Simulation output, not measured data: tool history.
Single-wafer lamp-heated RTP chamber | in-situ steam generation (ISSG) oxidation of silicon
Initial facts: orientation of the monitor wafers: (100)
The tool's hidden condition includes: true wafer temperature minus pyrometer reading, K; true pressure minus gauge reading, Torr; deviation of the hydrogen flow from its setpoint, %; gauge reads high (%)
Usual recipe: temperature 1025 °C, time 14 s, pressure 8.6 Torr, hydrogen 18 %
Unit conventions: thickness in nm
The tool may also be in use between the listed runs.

| run | day | temperature | time | pressure | hydrogen | wafers since the last listed run | wafers since the last pyrometer calibration | hours since the pressure gauge was zeroed | hours since the hydrogen flow controller was replaced | hours since the gauge calibration | read-back reference wafer on the same gauge, thickness | thickness |
|---|---|---|---|---|---|---|---|---|---|---|---|---|
| 1 | 0.000 | 1025 | 14 | 8.6 | 18 | 0 | 1629 | 1757.7 | 3177.2 | 1549.6 | 5.059 | 5.150 |
| 2 | 4.400 | 1025 | 14 | 7.5 | 21 | 1164 | 2794 | 1863.3 | 3282.8 | 1655.2 | 5.062 | 5.379 |
|  | 8.133 | pressure gauge zeroed |
| 3 | 17.392 | 1025 | 14 | 8.6 | 18 | 3350 | 6144 | 222.2 | 3594.6 | 1967.0 | 5.060 | 5.294 |
| 4 | 20.254 | 1025 | 14 | 8.6 | 18 | 757 | 6902 | 290.9 | 3663.3 | 2035.7 | 5.058 | 5.294 |
| 5 | 24.238 | 1025 | 14 | 7.5 | 18 | 1054 | 7957 | 386.5 | 3758.9 | 2131.3 | 5.054 | 5.320 |
| 6 | 26.979 | 1037 | 14 | 8.6 | 18 | 725 | 8682 | 452.3 | 3824.7 | 2197.1 | 5.059 | 5.684 |
| 7 | 29.238 | 1037 | 14 | 8.6 | 18 | 597 | 9280 | 506.5 | 3878.9 | 2251.3 | 5.061 | 5.737 |
| 8 | 31.433 | 1037 | 14 | 8.6 | 18 | 581 | 9861 | 559.2 | 3931.6 | 2304.0 | 5.061 | 5.682 |
|  | 33.033 | pyrometer window cleaned and pyrometer calibrated |
| 9 | 37.979 | 1025 | 18 | 8.6 | 12 | 1644 | 1309 | 716.3 | 4088.7 | 2461.1 | 5.058 | 5.284 |
| 10 | 41.108 | 1014 | 9 | 8.6 | 11 | 828 | 2137 | 791.4 | 4163.8 | 2536.2 | 5.059 | 3.553 |
| 11 | 43.333 | 1025 | 14 | 8.6 | 18 | 588 | 2726 | 844.8 | 4217.2 | 2589.6 | 5.061 | 5.160 |
| 12 | 48.900 | 1025 | 14 | 8.6 | 18 | 1473 | 4200 | 978.4 | 4350.8 | 2723.2 | 5.061 | 5.167 |
| 13 | 53.133 | 1025 | 14 | 7.3 | 18 | 1120 | 5320 | 1080.0 | 4452.4 | 2824.8 | 5.063 | 5.179 |
| 14 | 55.733 | 1025 | 17 | 7.1 | 11 | 688 | 6009 | 1142.4 | 4514.8 | 2887.2 | 5.064 | 5.100 |
| 15 | 60.188 | 1032 | 16 | 9.7 | 11 | 1179 | 7188 | 1249.3 | 4621.7 | 2994.1 | 5.058 | 5.149 |
|  | 64.021 | pyrometer window cleaned and pyrometer calibrated |
| 16 | 64.042 | 1012 | 14 | 8.6 | 11 | 932 | 5 | 1341.8 | 4714.2 | 3086.6 | 5.059 | 4.310 |
| 17 | 67.250 | 1025 | 14 | 9.9 | 18 | 849 | 854 | 1418.8 | 4791.2 | 3163.6 | 5.062 | 5.011 |
| 18 | 71.071 | 1025 | 9 | 8.6 | 14 | 1011 | 1866 | 1510.5 | 4882.9 | 3255.3 | 5.058 | 3.945 |
|  | 72.408 | pressure gauge zeroed |
|  | 74.421 | hydrogen flow controller replaced |
|  | 74.712 | gauge calibrated |
| 19 | 78.675 | 1025 | 14 | 8.6 | 18 | 1836 | 3702 | 150.4 | 102.1 | 95.1 | 5.064 | 5.183 |
| 20 | 82.112 | 1025 | 19 | 8.6 | 27 | 909 | 4612 | 232.9 | 184.6 | 177.6 | 5.061 | 6.659 |
| 21 | 84.679 | 1034 | 10 | 8.6 | 18 | 679 | 5292 | 294.5 | 246.2 | 239.2 | 5.060 | 4.582 |
| 22 | 88.538 | 1016 | 14 | 8.6 | 11 | 1021 | 6313 | 387.1 | 338.8 | 331.8 | 5.058 | 4.530 |
| 23 | 97.621 | 1025 | 14 | 9.0 | 24 | 2404 | 8717 | 605.1 | 556.8 | 549.8 | 5.063 | 5.683 |
| 24 | 99.350 | 1033 | 17 | 8.6 | 11 | 457 | 9175 | 646.6 | 598.3 | 591.3 | 5.060 | 5.508 |
| 25 | 101.550 | 1025 | 11 | 8.6 | 13 | 582 | 9757 | 699.4 | 651.1 | 644.1 | 5.059 | 4.420 |
|  | 104.417 | pyrometer window cleaned and pyrometer calibrated |
| 26 | 104.438 | 1025 | 14 | 8.6 | 18 | 676 | 5 | 768.7 | 720.4 | 713.4 | 5.061 | 5.094 |
| 27 | 108.150 | 1009 | 12 | 7.7 | 11 | 982 | 988 | 857.8 | 809.5 | 802.5 | 5.059 | 3.975 |
| 28 | 111.783 | 1025 | 14 | 8.6 | 18 | 961 | 1950 | 945.0 | 896.7 | 889.7 | 5.059 | 5.105 |
| 29 | 115.038 | 1044 | 11 | 8.6 | 18 | 861 | 2811 | 1023.1 | 974.8 | 967.8 | 5.061 | 5.008 |
| 30 | 127.375 | 1018 | 14 | 9.8 | 23 | 3265 | 6077 | 1319.2 | 1270.9 | 1263.9 | 5.058 | 5.285 |

What differs in the tool's unlogged condition from the final listed run ahead of each entry between runs to the first listed run following it?
From run 2 to run 3: pressure gauge zeroed (day 8.133)
  true wafer temperature minus pyrometer reading, K: 2.36 -> 5.93
  measured minus no-state result, thickness: +0.055 -> +0.136 nm
From run 8 to run 9: pyrometer window cleaned and pyrometer calibrated (day 33.033)
  true wafer temperature minus pyrometer reading, K: 12.8 -> 0.748
  measured minus no-state result, thickness: +0.342 -> +0.018 nm
From run 15 to run 16: pyrometer window cleaned and pyrometer calibrated (day 64.021)
  true wafer temperature minus pyrometer reading, K: 6.49 -> 0.0976
  measured minus no-state result, thickness: +0.156 -> +0.002 nm
From run 18 to run 19: pressure gauge zeroed (day 72.408); hydrogen flow controller replaced (day 74.421); gauge calibrated (day 74.712)
  true wafer temperature minus pyrometer reading, K: 0.498 -> 1.83
  measured minus no-state result, thickness: +0.008 -> +0.041 nm
From run 25 to run 26: pyrometer window cleaned and pyrometer calibrated (day 104.417)
  true wafer temperature minus pyrometer reading, K: 11.4 -> 0.0325
  measured minus no-state result, thickness: +0.204 -> +0.000 nm
